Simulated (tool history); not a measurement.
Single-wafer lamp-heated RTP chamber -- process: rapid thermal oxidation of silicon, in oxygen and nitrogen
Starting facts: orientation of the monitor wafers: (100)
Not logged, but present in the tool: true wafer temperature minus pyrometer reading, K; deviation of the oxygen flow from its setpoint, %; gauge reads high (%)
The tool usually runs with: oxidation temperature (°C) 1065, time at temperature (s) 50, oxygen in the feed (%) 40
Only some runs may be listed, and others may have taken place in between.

run   hour  oxidation temperature (°C)  time at temperature (s)  oxygen in the feed (%)  wafers since the last listed run  wafers since the last pyrometer calibration  hours since the oxygen flow controller was replaced  hours since the gauge calibration  read-back reference wafer on the same gauge, thickness  oxide thickness on the monitor wafer (angstrom)
  1      0                        1065                       50                      40                                 0                                         6857                                               5601.5                              356.5                                                   5.083                                            60.93
  2    6.1                        1065                       50                      40                                55                                         6912                                               5607.6                              362.6                                                   5.077                                            61.17
  3   24.1                        1065                       50                      40                               162                                         7075                                               5625.6                              380.6                                                   5.083                                            60.66
  4   36.1                        1065                       50                      40                               108                                         7183                                               5637.6                              392.6                                                    5.08                                            60.81
  5   43.2                        1065                       50                      40                                64                                         7247                                               5644.7                              399.7                                                   5.079                                            60.76
  6   59.2                        1065                       50                      40                               144                                         7392                                               5660.7                              415.7                                                   5.083                                            60.88
  7   68.4                        1065                       50                      40                                83                                         7475                                               5669.9                              424.9                                                   5.087                                            61.18
  8   74.4                        1065                       50                      40                                54                                         7529                                               5675.9                              430.9                                                   5.086                                            61.21
  9   89.5                        1065                       34                      40                               136                                         7665                                                 5691                                446                                                   5.076                                            51.96
 10  100.6                        1065                       34                      40                               100                                         7766                                               5702.1                              457.1                                                   5.079                                             52.2
 11  108.8                        1065                       63                      40                                74                                         7840                                               5710.3                              465.3                                                   5.081                                            68.46
 12  120.4                        1065                       63                      40                               104                                         7944                                               5721.9                              476.9                                                   5.077                                            68.23
     137.2  -- pyrometer window cleaned and pyrometer calibrated
 13  137.7                        1065                       63                      40                                84                                            4                                               5739.2                              494.2                                                   5.079                                             70.2
 14  146.8                        1065                       55                      27                                82                                           86                                               5748.3                              503.3                                                   5.088                                            57.62
 15    158                        1065                       55                      27                               101                                          187                                               5759.5                              514.5                                                   5.079                                            58.04
 16  166.8                        1054                       31                      40                                79                                          267                                               5768.3                              523.3                                                    5.08                                            48.35
 17  176.5                        1056                       68                      56                                87                                          354                                                 5778                                533                                                   5.086                                            77.36
 18  184.5                        1065                       50                      40                                72                                          427                                                 5786                                541                                                   5.079                                            63.82
 19  191.5                        1065                       55                      27                                63                                          490                                                 5793                                548                                                   5.074                                            57.85
 20  204.4                        1088                       37                      50                               116                                          606                                               5805.9                              560.9                                                   5.078                                             69.9
 21  216.3                        1065                       50                      61                               107                                          714                                               5817.8                              572.8                                                   5.083                                            73.87
 22  225.9                        1065                       50                      40                                86                                          801                                               5827.4                              582.4                                                   5.084                                            64.11
 23  238.5                        1065                       50                      40                               113                                          915                                                 5840                                595                                                   5.079                                            63.58
 24  254.3                        1065                       50                      40                               142                                         1057                                               5855.8                              610.8                                                   5.081                                            63.59
 25  262.7                        1065                       50                      40                                75                                         1133                                               5864.2                              619.2                                                   5.082                                            63.76
     272.4  -- pyrometer window cleaned and pyrometer calibrated, repeated, since the last time left the tool worse
     281.9  -- gauge calibrated
     284.7  -- oxygen flow controller replaced
 26  285.2                        1065                       58                      40                                58                                           43                                                  0.5                                3.3                                                   5.083                                            62.43
 27    312                        1065                       50                      40                               242                                          285                                                 27.3                               30.1                                                   5.077                                            58.45
 28  328.7                        1085                       50                      50                               150                                          435                                                   44                               46.8                                                   5.078                                            72.51
 29  339.3                        1065                       50                      40                                95                                          531                                                 54.6                               57.4                                                   5.078                                            58.59

Estimate the outcome of run 30 from the log above:
 30  348.2                        1048                       30                      40                                80                                          612                                                 63.5                               66.3                                                       ?                                                ?

read-back reference wafer on the same gauge, thickness: 5.077
oxide thickness on the monitor wafer (angstrom): 42.16
Were there no unlogged condition in the tool, this run, its random variation unchanged, would have produced oxide thickness on the monitor wafer (angstrom) 42.13.
